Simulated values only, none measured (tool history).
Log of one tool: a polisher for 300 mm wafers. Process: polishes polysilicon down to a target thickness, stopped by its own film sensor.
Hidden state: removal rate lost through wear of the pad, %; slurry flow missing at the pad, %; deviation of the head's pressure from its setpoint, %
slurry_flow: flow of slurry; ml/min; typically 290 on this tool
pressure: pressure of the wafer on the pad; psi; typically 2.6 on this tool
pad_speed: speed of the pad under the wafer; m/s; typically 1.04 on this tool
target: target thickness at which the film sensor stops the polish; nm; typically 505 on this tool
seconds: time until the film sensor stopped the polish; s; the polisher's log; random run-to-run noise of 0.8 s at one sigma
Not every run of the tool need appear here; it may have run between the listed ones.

| run | day | slurry_flow | pressure | pad_speed | target | wafers since the last listed run | wafers polished on this pad | hours since the slurry nozzle was cleaned | hours since the head pressure was calibrated | incoming thickness of the incoming film, nm | seconds |
|---|---|---|---|---|---|---|---|---|---|---|---|
| 1 | 0.000 | 290 | 2.6 | 1.04 | 329 | 0 | 2390 | 17.9 | 712.8 | 1285.1 | 104.7 |
| 2 | 1.996 | 290 | 2.6 | 1.04 | 505 | 389 | 2779 | 65.8 | 760.7 | 1291.8 | 86.0 |
|  | 4.658 | worn pad replaced by a new one |
| 3 | 4.679 | 290 | 2.6 | 1.04 | 505 | 491 | 3 | 130.2 | 825.1 | 1260.5 | 81.9 |
|  | 5.992 | head pressure recalibrated |
| 4 | 6.096 | 290 | 2.1 | 1.04 | 505 | 260 | 264 | 164.2 | 2.5 | 1298.3 | 112.2 |
| 5 | 8.800 | 290 | 2.6 | 1.04 | 505 | 527 | 791 | 229.1 | 67.4 | 1288.1 | 89.1 |
| 6 | 11.438 | 290 | 2.6 | 1.04 | 505 | 514 | 1306 | 292.4 | 130.7 | 1282.2 | 88.3 |
| 7 | 13.733 | 290 | 2.6 | 1.04 | 505 | 447 | 1754 | 347.5 | 185.8 | 1261.5 | 85.8 |
| 8 | 16.483 | 290 | 2.6 | 1.04 | 505 | 536 | 2290 | 413.5 | 251.8 | 1298.4 | 89.6 |
| 9 | 17.725 | 290 | 2.6 | 1.04 | 505 | 242 | 2533 | 443.3 | 281.6 | 1258.9 | 84.8 |
| 10 | 19.704 | 290 | 2.6 | 1.04 | 505 | 386 | 2919 | 490.8 | 329.1 | 1288.5 | 87.6 |
| 11 | 20.721 | 290 | 2.6 | 0.82 | 405 | 198 | 3117 | 515.2 | 353.5 | 1280.6 | 122.1 |
| 12 | 22.258 | 290 | 2.6 | 0.82 | 405 | 300 | 3417 | 552.1 | 390.4 | 1269.0 | 121.6 |
|  | 23.200 | slurry nozzle cleaned |
| 13 | 23.758 | 210 | 2.0 | 1.04 | 505 | 284 | 3702 | 13.4 | 426.4 | 1292.7 | 115.7 |
|  | 25.408 | worn pad replaced by a new one |
| 14 | 25.638 | 290 | 2.6 | 1.04 | 505 | 334 | 44 | 58.5 | 471.5 | 1277.2 | 86.6 |
| 15 | 26.817 | 320 | 2.6 | 0.76 | 505 | 230 | 274 | 86.8 | 499.8 | 1266.1 | 115.0 |
| 16 | 29.454 | 290 | 3.4 | 0.86 | 248 | 514 | 789 | 150.1 | 563.1 | 1285.4 | 106.9 |
| 17 | 31.983 | 265 | 2.6 | 1.04 | 311 | 493 | 1283 | 210.8 | 623.8 | 1273.2 | 107.1 |
| 18 | 34.329 | 290 | 2.6 | 1.38 | 505 | 457 | 1740 | 267.1 | 680.1 | 1272.3 | 63.9 |
| 19 | 37.062 | 290 | 2.6 | 1.04 | 505 | 533 | 2274 | 332.7 | 745.7 | 1290.3 | 86.7 |
| 20 | 38.992 | 290 | 2.6 | 1.04 | 505 | 376 | 2650 | 379.0 | 792.0 | 1262.6 | 82.8 |
|  | 39.304 | head pressure recalibrated |
| 21 | 41.071 | 215 | 3.0 | 1.30 | 305 | 389 | 3040 | 428.9 | 42.4 | 1267.5 | 78.8 |
| 22 | 42.600 | 290 | 2.6 | 1.04 | 505 | 298 | 3338 | 465.6 | 79.1 | 1272.7 | 86.3 |
|  | 43.550 | worn pad replaced by a new one |
| 23 | 43.708 | 360 | 2.6 | 1.04 | 672 | 183 | 30 | 492.2 | 105.7 | 1292.7 | 69.0 |
|  | 44.454 | slurry nozzle cleaned |
| 24 | 46.196 | 360 | 2.6 | 0.94 | 348 | 477 | 508 | 41.8 | 165.4 | 1279.5 | 116.2 |
| 25 | 47.442 | 315 | 2.1 | 1.04 | 505 | 243 | 751 | 71.7 | 195.3 | 1283.3 | 107.3 |
| 26 | 48.908 | 290 | 2.6 | 1.04 | 505 | 286 | 1037 | 106.9 | 230.5 | 1295.3 | 88.4 |
| 27 | 50.804 | 290 | 3.1 | 0.92 | 367 | 369 | 1407 | 152.4 | 276.0 | 1264.5 | 97.9 |
| 28 | 52.338 | 255 | 3.2 | 1.30 | 651 | 299 | 1706 | 189.2 | 312.8 | 1280.5 | 46.5 |
| 29 | 54.446 | 235 | 2.6 | 0.78 | 505 | 411 | 2117 | 239.8 | 363.4 | 1302.4 | 118.3 |
| 30 | 57.354 | 290 | 2.6 | 1.04 | 605 | 567 | 2685 | 309.6 | 433.2 | 1277.8 | 75.0 |
| 31 | 59.008 | 290 | 3.4 | 1.04 | 505 | 322 | 3008 | 349.3 | 472.9 | 1277.0 | 66.9 |
| 32 | 60.692 | 385 | 2.6 | 0.86 | 505 | 328 | 3336 | 389.7 | 513.3 | 1283.1 | 101.0 |
|  | 62.454 | worn pad replaced by a new one |
| 33 | 63.262 | 290 | 2.9 | 1.04 | 683 | 469 | 158 | 451.4 | 575.0 | 1278.0 | 57.8 |
| 34 | 64.329 | 375 | 3.3 | 1.04 | 311 | 208 | 366 | 477.0 | 600.6 | 1284.8 | 83.5 |
|  | 65.121 | slurry nozzle cleaned |
| 35 | 66.296 | 290 | 2.6 | 1.04 | 505 | 375 | 741 | 28.2 | 647.8 | 1288.2 | 87.0 |
|  | 67.917 | head pressure recalibrated |
| 36 | 68.417 | 380 | 2.8 | 1.16 | 505 | 397 | 1139 | 79.1 | 12.0 | 1287.7 | 74.4 |

Run-by-run hidden state of the tool:
removal rate lost through wear of the pad, %: 0 across all the runs
slurry flow missing at the pad, %: 0 across all the runs
H1: deviation of the head's pressure from its setpoint, %
| run | H1 |
|---|---|
| 1 | 3.82 |
| 2 | 4.09 |
| 3 | 4.46 |
| 4 | -0.222 |
| 5 | 0.144 |
| 6 | 0.501 |
| 7 | 0.812 |
| 8 | 1.18 |
| 9 | 1.35 |
| 10 | 1.62 |
| 11 | 1.76 |
| 12 | 1.97 |
| 13 | 2.17 |
| 14 | 2.42 |
| 15 | 2.58 |
| 16 | 2.94 |
| 17 | 3.28 |
| 18 | 3.6 |
| 19 | 3.97 |
| 20 | 4.23 |
| 21 | 0.186 |
| 22 | 0.393 |
| 23 | 0.543 |
| 24 | 0.88 |
| 25 | 1.05 |
| 26 | 1.25 |
| 27 | 1.5 |
| 28 | 1.71 |
| 29 | 2 |
| 30 | 2.39 |
| 31 | 2.61 |
| 32 | 2.84 |
| 33 | 3.19 |
| 34 | 3.33 |
| 35 | 3.6 |
| 36 | -0.657 |

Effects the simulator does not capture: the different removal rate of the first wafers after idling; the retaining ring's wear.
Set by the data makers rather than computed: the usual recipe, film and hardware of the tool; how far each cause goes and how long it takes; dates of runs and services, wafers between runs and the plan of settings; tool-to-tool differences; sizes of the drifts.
